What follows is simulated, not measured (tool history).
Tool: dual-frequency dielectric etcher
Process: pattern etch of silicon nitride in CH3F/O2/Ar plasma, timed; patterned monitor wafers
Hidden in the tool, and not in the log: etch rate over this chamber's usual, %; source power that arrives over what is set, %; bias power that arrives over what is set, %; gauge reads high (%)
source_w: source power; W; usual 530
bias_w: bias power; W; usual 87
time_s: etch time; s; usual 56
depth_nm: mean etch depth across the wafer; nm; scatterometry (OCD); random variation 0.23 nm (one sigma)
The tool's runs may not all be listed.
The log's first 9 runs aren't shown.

| run | day | source_w | bias_w | time_s | wafers since the last listed run | hours since the last wet clean | hours since the last source power generator calibration | hours since the last bias power generator calibration | hours since the last upper electrode change | hours since the gauge calibration | read-back reference wafer on the same gauge, depth_nm | depth_nm |
|---|---|---|---|---|---|---|---|---|---|---|---|---|
| 10 | 5.312 | 530 | 87 | 59.5 | 2 | 0.8 | 1465 | 4705.5 | 27.1 | 289.9 | 51.86 | 51.72 |
| 11 | 5.325 | 530 | 87 | 59.5 | 2 | 1.1 | 1465.3 | 4705.8 | 27.4 | 290.2 | 51.86 | 51.25 |
| 12 | 5.621 | 480 | 87 | 51.5 | 62 | 8.2 | 1472.4 | 4712.9 | 34.5 | 297.3 | 51.73 | 42.13 |
| 13 | 6.1 | 530 | 87 | 56 | 100 | 19.7 | 1483.9 | 4724.4 | 46 | 308.8 | 51.92 | 48.92 |
| 14 | 6.412 | 530 | 87 | 56 | 65 | 27.2 | 1491.4 | 4731.9 | 53.5 | 316.3 | 51.96 | 48.53 |
|  | 6.504 | gauge calibrated |
| 15 | 7.142 | 450 | 87 | 63 | 152 | 44.7 | 1508.9 | 4749.4 | 71 | 15.3 | 51.92 | 49.79 |
| 16 | 8.333 | 530 | 75 | 66 | 249 | 73.3 | 1537.5 | 4778 | 99.6 | 43.9 | 51.73 | 53.35 |
| 17 | 8.883 | 530 | 70 | 42 | 115 | 86.5 | 1550.7 | 4791.2 | 112.8 | 57.1 | 51.88 | 33.25 |
| 18 | 9.592 | 530 | 87 | 56 | 148 | 103.5 | 1567.7 | 4808.2 | 129.8 | 74.1 | 51.93 | 48.92 |
|  | 9.825 | bias power generator calibrated |
| 19 | 9.883 | 490 | 87 | 56 | 26 | 110.5 | 1574.7 | 1.4 | 136.8 | 81.1 | 51.89 | 46.72 |
| 20 | 10.562 | 460 | 87 | 63.5 | 142 | 126.8 | 1591 | 17.7 | 153.1 | 97.4 | 51.89 | 51.11 |
| 21 | 11.15 | 530 | 87 | 56 | 123 | 140.9 | 1605.1 | 31.8 | 167.2 | 111.5 | 51.91 | 48.89 |
| 22 | 11.525 | 530 | 87 | 56 | 78 | 149.9 | 1614.1 | 40.8 | 176.2 | 120.5 | 51.83 | 49.34 |
| 23 | 12.162 | 530 | 95 | 45 | 133 | 165.2 | 1629.4 | 56.1 | 191.5 | 135.8 | 51.99 | 41.43 |
| 24 | 12.7 | 530 | 87 | 56 | 112 | 178.1 | 1642.3 | 69 | 204.4 | 148.7 | 51.82 | 49.17 |
|  | 12.954 | source power generator calibrated |
| 25 | 13.096 | 600 | 72 | 65.5 | 48 | 187.6 | 3.4 | 78.5 | 213.9 | 158.2 | 52 | 56.43 |
| 26 | 13.621 | 530 | 87 | 56 | 110 | 200.2 | 16 | 91.1 | 226.5 | 170.8 | 51.87 | 49.87 |
| 27 | 13.992 | 600 | 87 | 56 | 77 | 209.1 | 24.9 | 100 | 235.4 | 179.7 | 51.88 | 52.79 |
| 28 | 16.233 | 530 | 93 | 61.5 | 470 | 262.9 | 78.7 | 153.8 | 289.2 | 233.5 | 51.85 | 56.27 |
| 29 | 16.971 | 610 | 87 | 56 | 154 | 280.6 | 96.4 | 171.5 | 306.9 | 251.2 | 51.77 | 54.02 |
| 30 | 17.4 | 530 | 102 | 56 | 90 | 290.9 | 106.7 | 181.8 | 317.2 | 261.5 | 51.98 | 53.87 |
| 31 | 17.983 | 590 | 103 | 51.5 | 122 | 304.9 | 120.7 | 195.8 | 331.2 | 275.5 | 51.97 | 53.34 |

Forecast each of these 3 alternatives for the next run:
| A | 18 | 530 | 99 | 56 | 3 | 305.3 | 121.1 | 196.2 | 331.6 | 275.9 | ? | ? |
| B | 18 | 450 | 108 | 56 | 3 | 305.3 | 121.1 | 196.2 | 331.6 | 275.9 | ? | ? |
| C | 18 | 530 | 87 | 51 | 3 | 305.3 | 121.1 | 196.2 | 331.6 | 275.9 | ? | ? |

| run | read-back reference wafer on the same gauge, depth_nm | depth_nm |
|---|---|---|
| A | 51.9 | 53.29 |
| B | 51.9 | 50.54 |
| C | 51.9 | 45.7 |
Without the tool's hidden state the same runs would have given:
| run | depth_nm |
|---|---|
| A | 51.85 |
| B | 49.17 |
| C | 44.46 |
